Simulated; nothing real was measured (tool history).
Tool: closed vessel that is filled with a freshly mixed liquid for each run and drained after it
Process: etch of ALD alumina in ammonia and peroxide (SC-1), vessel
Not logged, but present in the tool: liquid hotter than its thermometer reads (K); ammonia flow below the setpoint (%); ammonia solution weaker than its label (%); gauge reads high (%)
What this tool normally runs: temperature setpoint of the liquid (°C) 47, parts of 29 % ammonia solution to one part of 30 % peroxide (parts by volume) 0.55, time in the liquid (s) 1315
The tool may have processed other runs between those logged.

run	hour	temperature setpoint of the liquid (°C)	parts of 29 % ammonia solution to one part of 30 % peroxide (parts by volume)	time in the liquid (s)	wafers since the last listed run	hours since the thermometer was replaced	hours since the ammonia flow meter was replaced	hours since the drum of ammonia solution was connected	hours since the gauge calibration	read-back film thickness of the ALD alumina reference wafer, read on the same gauge (nm)	thickness taken off the ALD alumina on a monitor wafer (angstrom)
1	0	41.5	0.55	1315	0	2150.8	630.7	64.4	566.7	39.98	355.2
2	56.8	41.5	0.55	1315	2449	2207.6	687.5	121.2	623.5	40.02	357.9
3	100	41.5	0.55	1315	1862	2250.8	730.7	164.4	666.7	39.97	362.4
4	137.1	47	0.55	1130	1599	2287.9	767.8	201.5	703.8	39.99	423.8
5	192.6	47	0.55	1315	2392	2343.4	823.3	257	759.3	39.99	483.7
6	222.4	47	0.55	1315	1284	2373.2	853.1	286.8	789.1	40	487.8
7	264.9	47	0.55	1315	1832	2415.7	895.6	329.3	831.6	39.99	491.9
8	299.6	47	0.55	1315	1496	2450.4	930.3	364	866.3	39.97	497.4
9	352.2	47	0.55	1530	2267	2503	982.9	416.6	918.9	40.01	570.7
10	394.6	47	0.35	1315	1828	2545.4	1025.3	459	961.3	40.02	465.3
11	433.9	40	0.4	1540	1694	2584.7	1064.6	498.3	1000.6	39.99	372.9
12	495.3	50	0.85	1315	2647	2646.1	1126	559.7	1062	40	606.7
13	527.8	47	0.8	1560	1401	2678.6	1158.5	592.2	1094.5	40	604.7
14	588.8	47	0.55	1010	2630	2739.6	1219.5	653.2	1155.5	39.98	380.3
15	639.5	47	0.8	1560	2186	2790.3	1270.2	703.9	1206.2	40.02	600.2
16	710.5	41	0.8	565	3061	2861.3	1341.2	774.9	1277.2	40.01	156.1
17	747.4	51.5	0.55	1030	1591	2898.2	1378.1	811.8	1314.1	39.97	494.6
# hour 778.5: thermometer replaced
18	782.1	43.5	0.55	1315	1453	3.6	1412.8	846.5	1348.8	40.01	409.3
# hour 805.3: gauge calibrated
19	894.3	55	0.35	1315	4837	115.8	1525	958.7	89	39.99	714.8
20	938.6	47	0.55	985	1910	160.1	1569.3	1003	133.3	40.02	364.6
# hour 955.4: ammonia flow meter replaced
# hour 955.8: new drum of ammonia solution connected
21	986.6	47	0.55	1315	2010	208.1	31.2	30.8	181.3	40	489.5
22	1025.4	50.5	0.45	1680	1672	246.9	70	69.6	220.1	40	747.5
23	1072.1	42	0.55	1065	2013	293.6	116.7	116.3	266.8	40.02	300.1
24	1102.6	41.5	0.55	1315	1315	324.1	147.2	146.8	297.3	39.96	359.2
25	1174.1	47	0.85	995	3082	395.6	218.7	218.3	368.8	39.99	390.3
26	1206.3	38	0.4	1315	1388	427.8	250.9	250.5	401	39.98	283.2
27	1236.8	47	0.55	1315	1315	458.3	281.4	281	431.5	40	492.1
28	1290.2	47	0.55	1315	2302	511.7	334.8	334.4	484.9	39.99	491.3
29	1350.5	47	0.55	1315	2599	572	395.1	394.7	545.2	40.01	491.4
30	1416.4	47	0.55	1315	2841	637.9	461	460.6	611.1	40.01	494.6

Run-by-run hidden state of the tool:
liquid hotter than its thermometer reads (K): 0 at every run
ammonia flow below the setpoint (%): 0 at every run
ammonia solution weaker than its label (%): 0 at every run
gauge reads high (%): 0 at every run
